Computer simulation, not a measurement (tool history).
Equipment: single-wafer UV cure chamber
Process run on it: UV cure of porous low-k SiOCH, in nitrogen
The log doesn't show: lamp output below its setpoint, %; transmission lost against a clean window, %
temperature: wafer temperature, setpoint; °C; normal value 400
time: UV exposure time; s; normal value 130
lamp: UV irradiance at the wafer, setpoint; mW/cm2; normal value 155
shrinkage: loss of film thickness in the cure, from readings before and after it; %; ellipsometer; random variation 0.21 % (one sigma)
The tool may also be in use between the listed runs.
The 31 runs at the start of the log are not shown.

run   hour  temperature  time  lamp  wafers since the last listed run  hours since the UV bulbs were replaced  wafers since the quartz window was cleaned  shrinkage
 32  396.4          400   155   137                                43                                   131.2                                          49     12.759
 33  405.3          400   175   155                               108                                   140.1                                         157     14.143
 34  421.4          400   200   175                               196                                   156.2                                         353     15.518
 35  444.5          400    75   155                               281                                   179.3                                         635      9.354
 36  453.6          400   130   155                               110                                   188.4                                         745     12.106
 37  465.4          400   130   195                               143                                   200.2                                         889     12.459
 38  473.4          400   130   155                                97                                   208.2                                         986     11.843
     482.5  -- quartz window cleaned
 39  491.3          384    65   140                               120                                   226.1                                         107      8.343
 40  506.8          400   130   155                               188                                   241.6                                         295     12.323
 41  519.6          400   175   155                               155                                   254.4                                         451     13.579
 42  525.7          400    65   121                                74                                   260.5                                         525      7.793

What if the next run were any one of these 5? Each begins from the tool's condition after run 42:
  A  526.1          400   130   155                                 4                                   260.9                                         530          ?
  B  526.1          406    50   182                                 4                                   260.9                                         530          ?
  C  526.1          415   205   133                                 4                                   260.9                                         530          ?
  D  526.1          400   155   155                                 4                                   260.9                                         530          ?
  E  526.1          394   130   127                                 4                                   260.9                                         530          ?

run  shrinkage
  A     12.476
  B      8.693
  C     14.337
  D      13.38
  E     11.357
Without the tool's hidden state the same runs would have given:
run  shrinkage
  A     13.062
  B      9.235
  C     14.944
  D     13.976
  E     11.929
